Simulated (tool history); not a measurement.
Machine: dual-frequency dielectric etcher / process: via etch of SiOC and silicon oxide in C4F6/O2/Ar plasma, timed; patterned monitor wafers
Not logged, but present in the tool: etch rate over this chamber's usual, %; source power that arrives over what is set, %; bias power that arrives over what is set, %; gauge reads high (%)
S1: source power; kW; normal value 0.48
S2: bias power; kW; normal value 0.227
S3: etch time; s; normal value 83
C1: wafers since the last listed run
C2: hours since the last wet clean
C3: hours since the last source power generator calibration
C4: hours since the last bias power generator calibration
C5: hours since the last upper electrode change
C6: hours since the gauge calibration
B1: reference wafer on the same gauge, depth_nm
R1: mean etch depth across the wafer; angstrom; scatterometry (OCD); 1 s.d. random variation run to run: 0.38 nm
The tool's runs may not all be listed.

run    day    S1     S2  S3   C1     C2      C3      C4      C5     C6    B1    R1
  1      0  0.48  0.227  83    0  501.3  5129.9  4299.3  3124.9  161.7  80.8  1021
  2  0.679  0.48  0.227  83  199  517.6  5146.2  4315.6  3141.2    178  80.8  1024
  3  1.854  0.48  0.227  83  345  545.8  5174.4  4343.8  3169.4  206.2  80.7  1031
  4   2.45  0.48  0.227  83  175  560.1  5188.7  4358.1  3183.7  220.5  80.8  1028
  5    3.8  0.48  0.227  83  397  592.5  5221.1  4390.5  3216.1  252.9  80.8  1031
     5.854  -- upper electrode replaced
  6  6.617  0.48  0.227  83  534  660.1  5288.7  4458.1    18.3  320.5  80.8  1038
  7  7.267  0.48  0.227  83  191  675.7  5304.3  4473.7    33.9  336.1  80.8  1040
     7.842  -- gauge calibrated
     8.425  -- wet clean of the chamber
  8  8.446  0.58   0.28  75   52    0.5  5332.6    4502    62.2   14.5  80.8  1007
  9  8.462  0.44  0.227  83    4    0.9    5333  4502.4    62.6   14.9  80.8   955
     8.692  -- source power generator calibrated
 10  8.996  0.48  0.227  83  107   13.7     7.3  4515.2    75.4   27.7  80.8   977

What will run 11 give?
 11  10.125  0.48  0.227  76  332  40.8  34.4  4542.3  102.5  54.8   ?   ?

B1: 80.8
R1: 893 angstrom
Minus the tool's unlogged condition, the same run would have read R1 897 angstrom.

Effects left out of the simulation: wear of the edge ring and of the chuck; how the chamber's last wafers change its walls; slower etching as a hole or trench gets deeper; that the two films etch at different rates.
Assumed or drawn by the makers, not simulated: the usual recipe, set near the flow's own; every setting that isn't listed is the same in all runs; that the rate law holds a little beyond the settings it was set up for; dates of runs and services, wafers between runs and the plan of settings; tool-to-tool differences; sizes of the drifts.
